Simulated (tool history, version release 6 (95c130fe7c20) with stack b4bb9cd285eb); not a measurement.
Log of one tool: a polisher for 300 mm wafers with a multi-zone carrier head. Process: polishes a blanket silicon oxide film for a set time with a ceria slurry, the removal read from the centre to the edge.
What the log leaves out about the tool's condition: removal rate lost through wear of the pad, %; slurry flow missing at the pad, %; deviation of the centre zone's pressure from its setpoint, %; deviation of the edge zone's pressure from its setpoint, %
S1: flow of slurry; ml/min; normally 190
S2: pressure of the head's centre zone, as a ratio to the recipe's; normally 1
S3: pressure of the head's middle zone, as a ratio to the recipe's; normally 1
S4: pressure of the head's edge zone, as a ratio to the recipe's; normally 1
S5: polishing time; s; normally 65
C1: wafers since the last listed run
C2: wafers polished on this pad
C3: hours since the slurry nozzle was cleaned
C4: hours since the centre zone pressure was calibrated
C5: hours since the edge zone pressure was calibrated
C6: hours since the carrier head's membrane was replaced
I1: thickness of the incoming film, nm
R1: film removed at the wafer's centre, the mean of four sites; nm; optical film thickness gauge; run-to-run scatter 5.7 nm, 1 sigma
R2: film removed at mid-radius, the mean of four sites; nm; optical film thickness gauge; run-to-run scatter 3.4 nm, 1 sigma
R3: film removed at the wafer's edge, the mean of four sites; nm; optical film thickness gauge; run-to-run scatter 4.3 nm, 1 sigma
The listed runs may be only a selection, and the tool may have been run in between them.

{"run": 1, "day": 0.0, "S1": 190, "S2": 1.09, "S3": 1.09, "S4": 1, "S5": 65, "C1": 0, "C2": 1165, "C3": 71.9, "C4": 301.7, "C5": 49.8, "C6": 470.1, "I1": 1266.8, "R1": 430.2, "R2": 444.7, "R3": 401.3}
{"run": 2, "day": 0.454, "S1": 190, "S2": 1, "S3": 1, "S4": 1, "S5": 65, "C1": 70, "C2": 1235, "C3": 82.8, "C4": 312.6, "C5": 60.7, "C6": 481, "I1": 1267.3, "R1": 404.2, "R2": 412.6, "R3": 404.7}
{"day": 0.625, "done": "worn pad replaced by a new one"}
{"run": 3, "day": 1.133, "S1": 145, "S2": 0.96, "S3": 1, "S4": 0.91, "S5": 65, "C1": 79, "C2": 78, "C3": 99.1, "C4": 328.9, "C5": 77, "C6": 497.3, "I1": 1252, "R1": 367.7, "R2": 392.7, "R3": 369.4}
{"run": 4, "day": 1.779, "S1": 165, "S2": 1.09, "S3": 1, "S4": 1, "S5": 77, "C1": 99, "C2": 178, "C3": 114.6, "C4": 344.4, "C5": 92.5, "C6": 512.8, "I1": 1279.1, "R1": 497.7, "R2": 484.7, "R3": 467.4}
{"run": 5, "day": 2.25, "S1": 215, "S2": 0.94, "S3": 0.93, "S4": 0.96, "S5": 65, "C1": 72, "C2": 250, "C3": 125.9, "C4": 355.7, "C5": 103.8, "C6": 524.1, "I1": 1274.8, "R1": 387.4, "R2": 403.2, "R3": 391.1}
{"run": 6, "day": 2.817, "S1": 140, "S2": 1, "S3": 1, "S4": 0.92, "S5": 65, "C1": 87, "C2": 338, "C3": 139.5, "C4": 369.3, "C5": 117.4, "C6": 537.7, "I1": 1250.3, "R1": 382.9, "R2": 395.9, "R3": 368.6}
{"day": 3.346, "done": "carrier head's membrane replaced by a new one"}
{"run": 7, "day": 3.367, "S1": 210, "S2": 1, "S3": 1, "S4": 0.96, "S5": 65, "C1": 52, "C2": 390, "C3": 152.7, "C4": 382.5, "C5": 130.6, "C6": 0.5, "I1": 1272.3, "R1": 412.5, "R2": 424.1, "R3": 396.4}
{"run": 8, "day": 3.925, "S1": 225, "S2": 1.12, "S3": 1, "S4": 0.95, "S5": 71, "C1": 86, "C2": 477, "C3": 166.1, "C4": 395.9, "C5": 144, "C6": 13.9, "I1": 1264.6, "R1": 503.8, "R2": 473, "R3": 435.1}
{"run": 9, "day": 4.488, "S1": 190, "S2": 1, "S3": 1, "S4": 0.94, "S5": 65, "C1": 86, "C2": 563, "C3": 179.6, "C4": 409.4, "C5": 157.5, "C6": 27.4, "I1": 1242.3, "R1": 395.9, "R2": 415.3, "R3": 389.6}
{"run": 10, "day": 4.779, "S1": 130, "S2": 1, "S3": 1, "S4": 1, "S5": 65, "C1": 44, "C2": 608, "C3": 186.6, "C4": 416.4, "C5": 164.5, "C6": 34.4, "I1": 1264.6, "R1": 375.7, "R2": 386.6, "R3": 386.4}
{"run": 11, "day": 5.258, "S1": 190, "S2": 0.92, "S3": 0.96, "S4": 1.09, "S5": 65, "C1": 73, "C2": 682, "C3": 198.1, "C4": 427.9, "C5": 176, "C6": 45.9, "I1": 1282.1, "R1": 376.9, "R2": 401.7, "R3": 411}
{"run": 12, "day": 5.55, "S1": 155, "S2": 1, "S3": 1, "S4": 1, "S5": 74, "C1": 44, "C2": 727, "C3": 205.1, "C4": 434.9, "C5": 183, "C6": 52.9, "I1": 1273.8, "R1": 446.3, "R2": 452.5, "R3": 449}
{"run": 13, "day": 5.888, "S1": 190, "S2": 1, "S3": 1, "S4": 1, "S5": 65, "C1": 52, "C2": 779, "C3": 213.2, "C4": 443, "C5": 191.1, "C6": 61, "I1": 1268.1, "R1": 419.8, "R2": 417.9, "R3": 405.1}
{"day": 6.3, "done": "centre zone pressure recalibrated"}
{"run": 14, "day": 6.321, "S1": 190, "S2": 1.06, "S3": 1, "S4": 1, "S5": 65, "C1": 53, "C2": 833, "C3": 223.6, "C4": 0.5, "C5": 201.5, "C6": 71.4, "I1": 1260.7, "R1": 420.3, "R2": 416, "R3": 402.1}
{"run": 15, "day": 6.842, "S1": 130, "S2": 1, "S3": 1, "S4": 1.09, "S5": 58, "C1": 80, "C2": 914, "C3": 236.1, "C4": 13, "C5": 214, "C6": 83.9, "I1": 1260.5, "R1": 335.4, "R2": 345.6, "R3": 353.8}
{"run": 16, "day": 7.583, "S1": 135, "S2": 1, "S3": 1, "S4": 1, "S5": 65, "C1": 114, "C2": 1028, "C3": 253.9, "C4": 30.8, "C5": 231.8, "C6": 101.7, "I1": 1258, "R1": 382.5, "R2": 385.9, "R3": 385.3}
{"run": 17, "day": 7.9, "S1": 235, "S2": 1, "S3": 1, "S4": 1.09, "S5": 65, "C1": 48, "C2": 1077, "C3": 261.5, "C4": 38.4, "C5": 239.4, "C6": 109.3, "I1": 1248.9, "R1": 426.2, "R2": 429.9, "R3": 433.1}
{"day": 8.296, "done": "worn pad replaced by a new one"}
{"run": 18, "day": 8.317, "S1": 190, "S2": 1, "S3": 1, "S4": 1, "S5": 65, "C1": 38, "C2": 3, "C3": 271.5, "C4": 48.4, "C5": 249.4, "C6": 119.3, "I1": 1232.9, "R1": 409.1, "R2": 417.7, "R3": 405.5}
{"run": 19, "day": 8.754, "S1": 125, "S2": 1, "S3": 0.92, "S4": 0.93, "S5": 76, "C1": 67, "C2": 70, "C3": 282, "C4": 58.9, "C5": 259.9, "C6": 129.8, "I1": 1269.3, "R1": 434.3, "R2": 410.4, "R3": 422.4}
{"run": 20, "day": 9.262, "S1": 235, "S2": 1, "S3": 1, "S4": 1.09, "S5": 65, "C1": 78, "C2": 149, "C3": 294.2, "C4": 71.1, "C5": 272.1, "C6": 142, "I1": 1239.5, "R1": 431.5, "R2": 429.1, "R3": 433.4}
{"run": 21, "day": 9.646, "S1": 190, "S2": 1.04, "S3": 1, "S4": 1, "S5": 65, "C1": 59, "C2": 208, "C3": 303.4, "C4": 80.3, "C5": 281.3, "C6": 151.2, "I1": 1251.1, "R1": 427.5, "R2": 414.8, "R3": 389.9}
{"run": 22, "day": 10.146, "S1": 245, "S2": 0.88, "S3": 1, "S4": 1, "S5": 46, "C1": 77, "C2": 285, "C3": 315.4, "C4": 92.3, "C5": 293.3, "C6": 163.2, "I1": 1289, "R1": 279.4, "R2": 305.5, "R3": 285.8}

Below are 4 alternative next runs, each starting from the tool's condition after run 22. Predict each:
{"run": "A", "day": 10.162, "S1": 190, "S2": 1, "S3": 1, "S4": 1, "S5": 65, "C1": 2, "C2": 288, "C3": 315.8, "C4": 92.7, "C5": 293.7, "C6": 163.6, "I1": 1271.1, "R1": "?", "R2": "?", "R3": "?"}
{"run": "B", "day": 10.162, "S1": 220, "S2": 1, "S3": 1, "S4": 1, "S5": 65, "C1": 2, "C2": 288, "C3": 315.8, "C4": 92.7, "C5": 293.7, "C6": 163.6, "I1": 1271.1, "R1": "?", "R2": "?", "R3": "?"}
{"run": "C", "day": 10.162, "S1": 190, "S2": 1.06, "S3": 0.95, "S4": 1, "S5": 65, "C1": 2, "C2": 288, "C3": 315.8, "C4": 92.7, "C5": 293.7, "C6": 163.6, "I1": 1271.1, "R1": "?", "R2": "?", "R3": "?"}
{"run": "D", "day": 10.162, "S1": 190, "S2": 1, "S3": 1, "S4": 0.92, "S5": 65, "C1": 2, "C2": 288, "C3": 315.8, "C4": 92.7, "C5": 293.7, "C6": 163.6, "I1": 1271.1, "R1": "?", "R2": "?", "R3": "?"}

run=A R1=403.4 R2=421.2 R3=403.6
run=B R1=413.6 R2=430.8 R3=410.4
run=C R1=420.8 R2=403.4 R3=403.9
run=D R1=403.4 R2=421.3 R3=388
Take away the tool's hidden state, keep each run's random variation, and the runs would have read:
run=A R1=403.4 R2=421.2 R3=403.6
run=B R1=413.6 R2=430.8 R3=410.4
run=C R1=420.8 R2=403.4 R3=403.9
run=D R1=403.4 R2=421.3 R3=388

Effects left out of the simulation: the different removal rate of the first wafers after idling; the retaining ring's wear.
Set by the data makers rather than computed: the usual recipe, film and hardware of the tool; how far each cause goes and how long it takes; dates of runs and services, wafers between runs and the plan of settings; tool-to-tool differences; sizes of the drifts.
